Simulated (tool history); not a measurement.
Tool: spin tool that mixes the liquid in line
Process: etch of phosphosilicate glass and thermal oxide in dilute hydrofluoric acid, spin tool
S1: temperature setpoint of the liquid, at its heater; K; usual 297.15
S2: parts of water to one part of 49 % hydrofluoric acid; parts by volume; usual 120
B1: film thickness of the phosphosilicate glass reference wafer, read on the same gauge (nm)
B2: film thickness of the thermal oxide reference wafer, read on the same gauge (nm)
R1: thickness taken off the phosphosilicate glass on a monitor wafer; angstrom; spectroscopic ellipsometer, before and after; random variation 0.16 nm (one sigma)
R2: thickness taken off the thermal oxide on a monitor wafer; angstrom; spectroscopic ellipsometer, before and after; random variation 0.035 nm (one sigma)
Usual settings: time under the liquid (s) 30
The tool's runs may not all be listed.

Run 1, hour 0.0: usual settings; B1 110.03; B2 119.930. Result: R1 267.6 angstrom, R2 11.21 angstrom.
Run 2, hour 100.7: usual settings; B1 110.00; B2 119.930. Result: R1 264.9 angstrom, R2 11.32 angstrom.
Run 3, hour 187.0: usual settings; B1 110.00; B2 120.018. Result: R1 263.4 angstrom, R2 11.50 angstrom.
Run 4, hour 280.7: usual settings; B1 110.00; B2 120.024. Result: R1 263.3 angstrom, R2 11.53 angstrom.
Run 5, hour 347.3: usual settings but S2 140 parts by volume, time under the liquid (s) 45; B1 110.03; B2 119.979. Result: R1 332.7 angstrom, R2 14.29 angstrom.
Run 6, hour 395.6: usual settings but S2 160 parts by volume, time under the liquid (s) 50; B1 109.99; B2 120.018. Result: R1 315.9 angstrom, R2 13.52 angstrom.
At hour 418.3: hydrofluoric acid flow meter replaced.
Run 7, hour 469.4: usual settings but S1 301.65 K, S2 160 parts by volume, time under the liquid (s) 25; B1 110.02; B2 119.994. Result: R1 184.1 angstrom, R2 8.28 angstrom.
Run 8, hour 525.7: usual settings but S2 70 parts by volume; B1 110.00; B2 119.989. Result: R1 483.4 angstrom, R2 22.00 angstrom.
Run 9, hour 607.7: usual settings; B1 110.04; B2 120.029. Result: R1 265.7 angstrom, R2 11.06 angstrom.
Run 10, hour 691.7: usual settings; B1 110.01; B2 120.006. Result: R1 261.0 angstrom, R2 11.74 angstrom.
Run 11, hour 791.4: usual settings but S2 75 parts by volume, time under the liquid (s) 50; B1 110.00; B2 119.991. Result: R1 749.1 angstrom, R2 32.32 angstrom.
Run 12, hour 869.2: usual settings but S2 60 parts by volume, time under the liquid (s) 35; B1 110.00; B2 120.011. Result: R1 662.9 angstrom, R2 28.43 angstrom.
Run 13, hour 924.2: usual settings but S1 294.65 K, S2 85 parts by volume, time under the liquid (s) 45; B1 110.01; B2 119.997. Result: R1 525.4 angstrom, R2 22.93 angstrom.
Run 14, hour 992.7: usual settings; B1 110.01; B2 119.995. Result: R1 262.0 angstrom, R2 11.31 angstrom.
Run 15, hour 1047.7: usual settings but S1 301.15 K, S2 165 parts by volume, time under the liquid (s) 40; B1 110.04; B2 119.975. Result: R1 277.8 angstrom, R2 11.82 angstrom.
Run 16, hour 1123.1: usual settings but S2 150 parts by volume; B1 110.01; B2 119.996. Result: R1 203.1 angstrom, R2 8.74 angstrom.
Run 17, hour 1219.7: usual settings but S2 95 parts by volume; B1 110.01; B2 120.013. Result: R1 340.0 angstrom, R2 14.59 angstrom.
Run 18, hour 1269.6: usual settings but S2 75 parts by volume, time under the liquid (s) 50; B1 109.97; B2 119.986. Result: R1 736.5 angstrom, R2 31.72 angstrom.
Run 19, hour 1349.7: usual settings but S2 155 parts by volume, time under the liquid (s) 40; B1 110.00; B2 119.993. Result: R1 259.3 angstrom, R2 11.14 angstrom.
Run 20, hour 1410.3: usual settings but S1 298.65 K, time under the liquid (s) 45; B1 110.01; B2 119.982. Result: R1 416.0 angstrom, R2 17.78 angstrom.
Run 21, hour 1473.5: usual settings but S1 299.65 K, time under the liquid (s) 20; B1 110.01; B2 119.967. Result: R1 190.6 angstrom, R2 8.19 angstrom.
Run 22, hour 1515.2: usual settings but S2 95 parts by volume, time under the liquid (s) 15; B1 109.97; B2 120.001. Result: R1 169.4 angstrom, R2 6.92 angstrom.
Run 23, hour 1593.9: usual settings but S1 299.65 K, S2 70 parts by volume, time under the liquid (s) 40; B1 110.05; B2 120.022. Result: R1 702.6 angstrom, R2 30.66 angstrom.
Run 24, hour 1653.8: usual settings; B1 109.96; B2 120.031. Result: R1 260.0 angstrom, R2 11.28 angstrom.
Run 25, hour 1742.7: usual settings but S1 292.15 K, S2 80 parts by volume, time under the liquid (s) 50; B1 109.97; B2 119.994. Result: R1 553.9 angstrom, R2 23.23 angstrom.
Run 26, hour 1823.2: usual settings; B1 110.01; B2 119.967. Result: R1 261.1 angstrom, R2 10.32 angstrom.
Run 27, hour 2002.8: usual settings but S2 160 parts by volume, time under the liquid (s) 20; B1 110.01; B2 119.964. Result: R1 124.6 angstrom, R2 5.28 angstrom.

Measured less the same run without the tool's hidden state. The same run-to-run variation is in both; the gauge's scatter may not be:
The hidden state here: liquid colder than its thermometer reads (K); hydrofluoric acid flow above the setpoint (%); gauge reads high (%).
run     R1     R2
  1   -4.3  -0.18
  2   -4.7  -0.20
  3   -5.0  -0.22
  4   -5.3  -0.24
  5   -6.8  -0.29
  6   -6.7  -0.28
  7   -3.9  -0.18
  8  -11.9  -0.55
  9   -6.6  -0.27
 10   -6.8  -0.31
 11  -21.3  -0.91
 12  -19.8  -0.85
 13  -16.2  -0.71
 14   -8.0  -0.35
 15   -8.2  -0.34
 16   -6.5  -0.27
 17  -11.7  -0.50
 18  -26.4  -1.13
 19   -9.1  -0.39
 20  -15.0  -0.64
 21   -7.0  -0.30
 22   -6.7  -0.27
 23  -28.0  -1.22
 24  -10.5  -0.46
 25  -24.8  -1.05
 26  -11.2  -0.44
 27   -5.5  -0.23
